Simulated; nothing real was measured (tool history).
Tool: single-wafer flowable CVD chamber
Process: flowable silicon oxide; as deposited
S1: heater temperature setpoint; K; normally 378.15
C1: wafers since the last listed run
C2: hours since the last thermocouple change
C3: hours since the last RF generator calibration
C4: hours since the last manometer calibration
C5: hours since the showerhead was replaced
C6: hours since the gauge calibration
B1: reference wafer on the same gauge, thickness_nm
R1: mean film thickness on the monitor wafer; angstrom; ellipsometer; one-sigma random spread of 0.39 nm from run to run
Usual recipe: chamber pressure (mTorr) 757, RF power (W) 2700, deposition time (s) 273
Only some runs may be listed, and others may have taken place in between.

Run 1, hour 0: usual settings; C1 0; C2 971.7; C3 1194.4; C4 1602.7; C5 8240.8; C6 267.3; B1 147.996. Result: R1 1270.94 angstrom.
At hour 19.7: gauge calibrated.
Run 2, hour 28.3: usual settings; C1 108; C2 1000; C3 1222.7; C4 1631; C5 8269.1; C6 8.6; B1 147.978. Result: R1 1267.82 angstrom.
Run 3, hour 54.2: usual settings; C1 99; C2 1025.9; C3 1248.6; C4 1656.9; C5 8295; C6 34.5; B1 147.987. Result: R1 1268.5 angstrom.
Run 4, hour 81.4: usual settings; C1 104; C2 1053.1; C3 1275.8; C4 1684.1; C5 8322.2; C6 61.7; B1 148.077. Result: R1 1266.13 angstrom.
Run 5, hour 93.5: usual settings; C1 46; C2 1065.2; C3 1287.9; C4 1696.2; C5 8334.3; C6 73.8; B1 147.925. Result: R1 1271.5 angstrom.
Run 6, hour 111: usual settings; C1 66; C2 1082.7; C3 1305.4; C4 1713.7; C5 8351.8; C6 91.3; B1 148.129. Result: R1 1271.6 angstrom.
Run 7, hour 136.9: usual settings; C1 99; C2 1108.6; C3 1331.3; C4 1739.6; C5 8377.7; C6 117.2; B1 148.025. Result: R1 1268 angstrom.
At hour 150.8: showerhead replaced, of another model than before.
Run 8, hour 170.1: usual settings; C1 96; C2 1141.8; C3 1364.5; C4 1772.8; C5 19.3; C6 150.4; B1 148.093. Result: R1 1266.22 angstrom.
At hour 186: RF generator calibrated.
Run 9, hour 186.4: usual settings but S1 384.15 K, chamber pressure (mTorr) 836, RF power (W) 2355, deposition time (s) 244; C1 31; C2 1158.1; C3 0.4; C4 1789.1; C5 35.6; C6 166.7; B1 148.053. Result: R1 960.21 angstrom.
Run 10, hour 214.1: usual settings but S1 390.15 K, chamber pressure (mTorr) 915, RF power (W) 2485, deposition time (s) 233; C1 105; C2 1185.8; C3 28.1; C4 1816.8; C5 63.3; C6 194.4; B1 147.979. Result: R1 785.49 angstrom.
Run 11, hour 243.6: usual settings but chamber pressure (mTorr) 648, deposition time (s) 319; C1 112; C2 1215.3; C3 57.6; C4 1846.3; C5 92.8; C6 223.9; B1 148.008. Result: R1 1363.32 angstrom.
Run 12, hour 258: usual settings but S1 392.15 K, deposition time (s) 241; C1 55; C2 1229.7; C3 72; C4 1860.7; C5 107.2; C6 238.3; B1 147.971. Result: R1 688.57 angstrom.
Run 13, hour 279.1: usual settings; C1 80; C2 1250.8; C3 93.1; C4 1881.8; C5 128.3; C6 259.4; B1 148.034. Result: R1 1265.46 angstrom.
Run 14, hour 307.8: usual settings; C1 109; C2 1279.5; C3 121.8; C4 1910.5; C5 157; C6 288.1; B1 148.067. Result: R1 1265.12 angstrom.
At hour 320.5: gauge calibrated.
At hour 353: capacitance manometer re-zeroed and calibrated.
At hour 353.5: thermocouple changed; heater temperature recalibrated.
Run 15, hour 406.3: usual settings but S1 390.15 K, chamber pressure (mTorr) 670, deposition time (s) 245; C1 344; C2 52.8; C3 220.3; C4 53.3; C5 255.5; C6 85.8; B1 147.975. Result: R1 727.61 angstrom.
Run 16, hour 425.6: usual settings but S1 367.15 K; C1 73; C2 72.1; C3 239.6; C4 72.6; C5 274.8; C6 105.1; B1 147.925. Result: R1 2016.7 angstrom.
Run 17, hour 443.7: usual settings; C1 69; C2 90.2; C3 257.7; C4 90.7; C5 292.9; C6 123.2; B1 148.069. Result: R1 1329.35 angstrom.

Forecast each of these 4 alternatives for the next run:
Run A, hour 444.2: usual settings but RF power (W) 2180; C1 1; C2 90.7; C3 258.2; C4 91.2; C5 293.4; C6 123.7; B1 ?. Result: R1 ?.
Run B, hour 444.2: usual settings but chamber pressure (mTorr) 836, RF power (W) 2525; C1 1; C2 90.7; C3 258.2; C4 91.2; C5 293.4; C6 123.7; B1 ?. Result: R1 ?.
Run C, hour 444.2: usual settings but S1 391.15 K, chamber pressure (mTorr) 850, RF power (W) 2885; C1 1; C2 90.7; C3 258.2; C4 91.2; C5 293.4; C6 123.7; B1 ?. Result: R1 ?.
Run D, hour 444.2: usual settings but S1 387.15 K, chamber pressure (mTorr) 652, RF power (W) 2965; C1 1; C2 90.7; C3 258.2; C4 91.2; C5 293.4; C6 123.7; B1 ?. Result: R1 ?.

run       B1       R1
  A  148.035  1311.75
  B  148.035  1404.62
  C  148.035   898.09
  D  148.035    892.1
The same runs, with their run-to-run variation unchanged, on a tool lacking any hidden condition would have given:
run       R1
  A   1335.2
  B  1429.73
  C   911.68
  D   906.83

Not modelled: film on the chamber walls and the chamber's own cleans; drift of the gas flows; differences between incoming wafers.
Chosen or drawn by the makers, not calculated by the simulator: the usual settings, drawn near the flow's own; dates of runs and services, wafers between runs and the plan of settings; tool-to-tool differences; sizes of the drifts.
